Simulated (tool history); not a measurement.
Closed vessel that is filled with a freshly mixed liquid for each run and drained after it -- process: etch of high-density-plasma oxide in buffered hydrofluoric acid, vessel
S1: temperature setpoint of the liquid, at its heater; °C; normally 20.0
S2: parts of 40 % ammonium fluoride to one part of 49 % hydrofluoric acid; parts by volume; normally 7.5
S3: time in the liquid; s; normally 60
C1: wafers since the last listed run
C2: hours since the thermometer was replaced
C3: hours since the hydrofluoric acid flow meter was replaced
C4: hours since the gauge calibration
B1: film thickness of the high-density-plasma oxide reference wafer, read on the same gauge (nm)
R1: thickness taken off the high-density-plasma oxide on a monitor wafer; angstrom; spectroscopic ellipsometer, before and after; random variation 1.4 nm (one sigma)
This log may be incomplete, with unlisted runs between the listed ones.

{"run": 1, "hour": 0.0, "S1": 24.0, "S2": 7.5, "S3": 60, "C1": 0, "C2": 1805.5, "C3": 469.2, "C4": 716.7, "B1": 50.03, "R1": 1864.1}
{"run": 2, "hour": 103.4, "S1": 24.0, "S2": 7.5, "S3": 60, "C1": 8463, "C2": 1908.9, "C3": 572.6, "C4": 820.1, "B1": 50.04, "R1": 1844.3}
{"run": 3, "hour": 141.5, "S1": 24.0, "S2": 7.5, "S3": 60, "C1": 3118, "C2": 1947.0, "C3": 610.7, "C4": 858.2, "B1": 50.01, "R1": 1868.1}
{"run": 4, "hour": 209.7, "S1": 20.0, "S2": 7.5, "S3": 60, "C1": 5582, "C2": 2015.2, "C3": 678.9, "C4": 926.4, "B1": 49.99, "R1": 1501.3}
{"run": 5, "hour": 254.7, "S1": 20.0, "S2": 7.5, "S3": 60, "C1": 3683, "C2": 2060.2, "C3": 723.9, "C4": 971.4, "B1": 50.05, "R1": 1502.5}
{"run": 6, "hour": 352.6, "S1": 20.0, "S2": 7.5, "S3": 60, "C1": 8013, "C2": 2158.1, "C3": 821.8, "C4": 1069.3, "B1": 49.98, "R1": 1478.7}
{"run": 7, "hour": 442.9, "S1": 20.0, "S2": 7.5, "S3": 60, "C1": 7391, "C2": 2248.4, "C3": 912.1, "C4": 1159.6, "B1": 50.0, "R1": 1473.6}
{"hour": 472.2, "done": "gauge calibrated"}
{"run": 8, "hour": 506.2, "S1": 20.0, "S2": 7.5, "S3": 60, "C1": 5181, "C2": 2311.7, "C3": 975.4, "C4": 34.0, "B1": 49.97, "R1": 1484.8}
{"run": 9, "hour": 576.4, "S1": 20.0, "S2": 7.5, "S3": 60, "C1": 5746, "C2": 2381.9, "C3": 1045.6, "C4": 104.2, "B1": 50.0, "R1": 1467.9}
{"run": 10, "hour": 626.3, "S1": 20.0, "S2": 7.5, "S3": 60, "C1": 4084, "C2": 2431.8, "C3": 1095.5, "C4": 154.1, "B1": 49.98, "R1": 1464.6}
{"run": 11, "hour": 776.4, "S1": 20.0, "S2": 9.0, "S3": 60, "C1": 12286, "C2": 2581.9, "C3": 1245.6, "C4": 304.2, "B1": 50.01, "R1": 1223.9}
{"hour": 781.6, "done": "thermometer replaced"}
{"run": 12, "hour": 961.1, "S1": 20.0, "S2": 7.5, "S3": 60, "C1": 15036, "C2": 179.5, "C3": 1430.3, "C4": 488.9, "B1": 50.0, "R1": 1450.0}
{"run": 13, "hour": 1008.4, "S1": 20.0, "S2": 7.5, "S3": 85, "C1": 3871, "C2": 226.8, "C3": 1477.6, "C4": 536.2, "B1": 49.96, "R1": 2035.8}
{"run": 14, "hour": 1211.4, "S1": 17.0, "S2": 9.5, "S3": 30, "C1": 16616, "C2": 429.8, "C3": 1680.6, "C4": 739.2, "B1": 49.98, "R1": 491.7}
{"run": 15, "hour": 1270.2, "S1": 20.0, "S2": 7.5, "S3": 60, "C1": 4813, "C2": 488.6, "C3": 1739.4, "C4": 798.0, "B1": 49.98, "R1": 1437.9}
{"run": 16, "hour": 1342.7, "S1": 20.0, "S2": 5.5, "S3": 60, "C1": 5934, "C2": 561.1, "C3": 1811.9, "C4": 870.5, "B1": 49.99, "R1": 1914.7}
{"run": 17, "hour": 1413.7, "S1": 20.0, "S2": 7.5, "S3": 60, "C1": 5811, "C2": 632.1, "C3": 1882.9, "C4": 941.5, "B1": 49.99, "R1": 1419.6}
{"hour": 1439.5, "done": "gauge calibrated"}
{"run": 18, "hour": 1498.5, "S1": 20.0, "S2": 7.5, "S3": 60, "C1": 6941, "C2": 716.9, "C3": 1967.7, "C4": 59.0, "B1": 50.01, "R1": 1403.3}
{"hour": 1630.2, "done": "hydrofluoric acid flow meter replaced"}
{"run": 19, "hour": 1819.0, "S1": 17.0, "S2": 7.5, "S3": 60, "C1": 26152, "C2": 1037.4, "C3": 188.8, "C4": 379.5, "B1": 49.94, "R1": 1294.7}
{"run": 20, "hour": 1862.5, "S1": 20.0, "S2": 7.5, "S3": 60, "C1": 3560, "C2": 1080.9, "C3": 232.3, "C4": 423.0, "B1": 50.06, "R1": 1488.1}
{"run": 21, "hour": 1965.9, "S1": 17.0, "S2": 6.5, "S3": 70, "C1": 8463, "C2": 1184.3, "C3": 335.7, "C4": 526.4, "B1": 50.02, "R1": 1745.9}
{"run": 22, "hour": 2057.2, "S1": 20.0, "S2": 8.5, "S3": 60, "C1": 7473, "C2": 1275.6, "C3": 427.0, "C4": 617.7, "B1": 50.02, "R1": 1302.8}
{"run": 23, "hour": 2157.7, "S1": 20.0, "S2": 7.5, "S3": 60, "C1": 8226, "C2": 1376.1, "C3": 527.5, "C4": 718.2, "B1": 49.97, "R1": 1486.9}
{"run": 24, "hour": 2213.4, "S1": 22.0, "S2": 7.5, "S3": 60, "C1": 4559, "C2": 1431.8, "C3": 583.2, "C4": 773.9, "B1": 50.0, "R1": 1687.4}

A few steps of R1 between consecutive runs. Split each: what settings, incoming material and random variation would produce without the hidden state, and what is left over for the hidden state, along with gauge scatter present in only one of the two compared results (measured, and without hidden state):
Hidden conditions of the tool in this case: liquid colder than its thermometer reads (K); hydrofluoric acid flow below the setpoint (%); gauge reads high (%).
Run 13 -> 14: S1 20.0 -> 17.0, S2 7.5 -> 9.5, S3 85 -> 30. R1 -1544.1 angstrom: hidden state +91.9, all else -1636.0.
Run 14 -> 15: S1 17.0 -> 20.0, S2 9.5 -> 7.5, S3 30 -> 60. R1 +946.2 angstrom: hidden state -72.6, all else +1018.8.
Run 18 -> 19: S1 20.0 -> 17.0, hydrofluoric acid flow meter replaced. R1 -108.6 angstrom: hidden state +86.1, all else -194.7.
